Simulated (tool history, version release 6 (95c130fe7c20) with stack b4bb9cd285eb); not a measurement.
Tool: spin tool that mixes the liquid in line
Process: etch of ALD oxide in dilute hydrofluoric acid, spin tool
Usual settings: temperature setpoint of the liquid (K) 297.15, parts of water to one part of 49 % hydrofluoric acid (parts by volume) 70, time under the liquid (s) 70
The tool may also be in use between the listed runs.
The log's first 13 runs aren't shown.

run,hour,temperature setpoint of the liquid (K),parts of water to one part of 49 % hydrofluoric acid (parts by volume),time under the liquid (s),"read-back film thickness of the ALD oxide reference wafer, read on the same gauge (nm)",thickness taken off the ALD oxide on a monitor wafer (nm)
14,257.2,295.15,70,70,69.99,8.96
15,271.7,297.15,70,70,70.01,9.72
16,283.2,299.15,50,70,70.00,15.17
# hour 285.0: gauge calibrated
17,300.3,297.15,70,30,70.01,4.20
18,309.3,297.15,70,70,69.99,9.64
19,315.8,292.65,45,105,70.01,19.40
20,330.8,301.15,80,85,70.01,11.92
# hour 339.0: hydrofluoric acid flow meter replaced
21,344.9,297.15,70,70,69.99,9.79
22,357.2,295.15,70,70,69.98,8.92
23,365.4,297.15,70,100,70.00,13.91
24,371.5,297.15,70,70,70.01,9.70
25,388.4,293.15,45,70,70.00,13.14
26,400.4,297.15,85,110,69.98,12.36
27,418.0,294.15,40,80,70.00,17.74
28,434.3,292.65,45,105,69.99,19.19
29,451.2,301.65,60,55,70.00,10.81
30,468.9,294.65,70,105,70.00,13.01
31,478.2,297.15,40,55,70.02,13.86

5 ways to go on from here, each from the tool as it stands after run 31. What would each give?
A,478.6,297.15,70,70,?,?
B,478.6,301.15,100,100,?,?
C,478.6,293.15,70,105,?,?
D,478.6,299.65,70,70,?,?
E,478.6,301.65,40,85,?,?

run,"read-back film thickness of the ALD oxide reference wafer, read on the same gauge (nm)",thickness taken off the ALD oxide on a monitor wafer (nm)
A,70.03,9.54
B,70.03,10.75
C,70.03,12.13
D,70.03,10.55
E,70.03,25.35
Without the tool's hidden state the same runs would have given:
run,thickness taken off the ALD oxide on a monitor wafer (nm)
A,9.74
B,10.96
C,12.39
D,10.77
E,25.87
